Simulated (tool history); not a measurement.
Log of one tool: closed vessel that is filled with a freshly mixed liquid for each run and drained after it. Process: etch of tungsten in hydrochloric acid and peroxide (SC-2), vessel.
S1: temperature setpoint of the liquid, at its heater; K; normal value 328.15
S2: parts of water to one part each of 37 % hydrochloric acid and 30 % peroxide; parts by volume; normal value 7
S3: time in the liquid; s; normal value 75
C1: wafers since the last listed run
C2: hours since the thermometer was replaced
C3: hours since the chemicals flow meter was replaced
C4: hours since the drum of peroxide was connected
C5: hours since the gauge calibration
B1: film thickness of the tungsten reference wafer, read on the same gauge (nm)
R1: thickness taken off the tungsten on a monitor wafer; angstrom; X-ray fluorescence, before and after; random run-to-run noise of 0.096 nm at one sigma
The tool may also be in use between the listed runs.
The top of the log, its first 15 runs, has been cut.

{"day": 9.246, "done": "chemicals flow meter replaced"}
{"run": 16, "day": 9.267, "S1": 328.15, "S2": 7, "S3": 115, "C1": 830, "C2": 2279.1, "C3": 0.5, "C4": 120.5, "C5": 193.8, "B1": 110.02, "R1": 399.5}
{"day": 9.383, "done": "thermometer replaced"}
{"run": 17, "day": 9.904, "S1": 328.15, "S2": 7, "S3": 75, "C1": 965, "C2": 12.5, "C3": 15.8, "C4": 135.8, "C5": 209.1, "B1": 110, "R1": 258.9}
{"run": 18, "day": 10.221, "S1": 322.65, "S2": 8.5, "S3": 75, "C1": 513, "C2": 20.1, "C3": 23.4, "C4": 143.4, "C5": 216.7, "B1": 109.99, "R1": 154.2}
{"run": 19, "day": 10.946, "S1": 321.65, "S2": 7, "S3": 75, "C1": 1175, "C2": 37.5, "C3": 40.8, "C4": 160.8, "C5": 234.1, "B1": 109.98, "R1": 169}
{"run": 20, "day": 11.279, "S1": 335.65, "S2": 10.5, "S3": 100, "C1": 540, "C2": 45.5, "C3": 48.8, "C4": 168.8, "C5": 242.1, "B1": 110.02, "R1": 396.1}
{"run": 21, "day": 11.583, "S1": 328.15, "S2": 9.5, "S3": 75, "C1": 492, "C2": 52.8, "C3": 56.1, "C4": 176.1, "C5": 249.4, "B1": 110, "R1": 203.3}
{"run": 22, "day": 12.05, "S1": 336.65, "S2": 9.5, "S3": 60, "C1": 756, "C2": 64, "C3": 67.3, "C4": 187.3, "C5": 260.6, "B1": 110.01, "R1": 276.7}
{"run": 23, "day": 12.579, "S1": 337.65, "S2": 9.5, "S3": 100, "C1": 857, "C2": 76.7, "C3": 80, "C4": 200, "C5": 273.3, "B1": 110, "R1": 488}
{"run": 24, "day": 12.988, "S1": 323.15, "S2": 7, "S3": 75, "C1": 661, "C2": 86.5, "C3": 89.8, "C4": 209.8, "C5": 283.1, "B1": 109.99, "R1": 185.8}
{"run": 25, "day": 13.25, "S1": 328.15, "S2": 7, "S3": 105, "C1": 425, "C2": 92.8, "C3": 96.1, "C4": 216.1, "C5": 289.4, "B1": 110, "R1": 360.7}
{"run": 26, "day": 13.792, "S1": 334.15, "S2": 5.5, "S3": 100, "C1": 877, "C2": 105.8, "C3": 109.1, "C4": 229.1, "C5": 302.4, "B1": 109.98, "R1": 602.5}
{"run": 27, "day": 14.308, "S1": 337.65, "S2": 5.5, "S3": 120, "C1": 837, "C2": 118.2, "C3": 121.5, "C4": 241.5, "C5": 314.8, "B1": 110.01, "R1": 895.8}
{"run": 28, "day": 14.638, "S1": 322.15, "S2": 9.5, "S3": 100, "C1": 533, "C2": 126.1, "C3": 129.4, "C4": 249.4, "C5": 322.7, "B1": 109.99, "R1": 181.3}
{"run": 29, "day": 15.146, "S1": 328.15, "S2": 7, "S3": 75, "C1": 823, "C2": 138.3, "C3": 141.6, "C4": 261.6, "C5": 334.9, "B1": 110.02, "R1": 258}
{"run": 30, "day": 15.829, "S1": 328.15, "S2": 7, "S3": 75, "C1": 1107, "C2": 154.7, "C3": 158, "C4": 278, "C5": 351.3, "B1": 110, "R1": 258.1}
{"run": 31, "day": 16.446, "S1": 328.15, "S2": 9.5, "S3": 65, "C1": 999, "C2": 169.5, "C3": 172.8, "C4": 292.8, "C5": 366.1, "B1": 109.99, "R1": 174.7}

What if the next run were any one of these 3? Each begins from the tool's condition after run 31:
{"run": "A", "day": 16.475, "S1": 328.15, "S2": 7, "S3": 75, "C1": 47, "C2": 170.2, "C3": 173.5, "C4": 293.5, "C5": 366.8, "B1": "?", "R1": "?"}
{"run": "B", "day": 16.475, "S1": 320.65, "S2": 7, "S3": 35, "C1": 47, "C2": 170.2, "C3": 173.5, "C4": 293.5, "C5": 366.8, "B1": "?", "R1": "?"}
{"run": "C", "day": 16.475, "S1": 320.15, "S2": 7, "S3": 100, "C1": 47, "C2": 170.2, "C3": 173.5, "C4": 293.5, "C5": 366.8, "B1": "?", "R1": "?"}

run=A B1=110 R1=256.8
run=B B1=110 R1=73
run=C B1=110 R1=201.5
The same runs, with their run-to-run variation unchanged, on a tool lacking any hidden condition would have given:
run=A R1=260.7
run=B R1=74.1
run=C R1=204.6
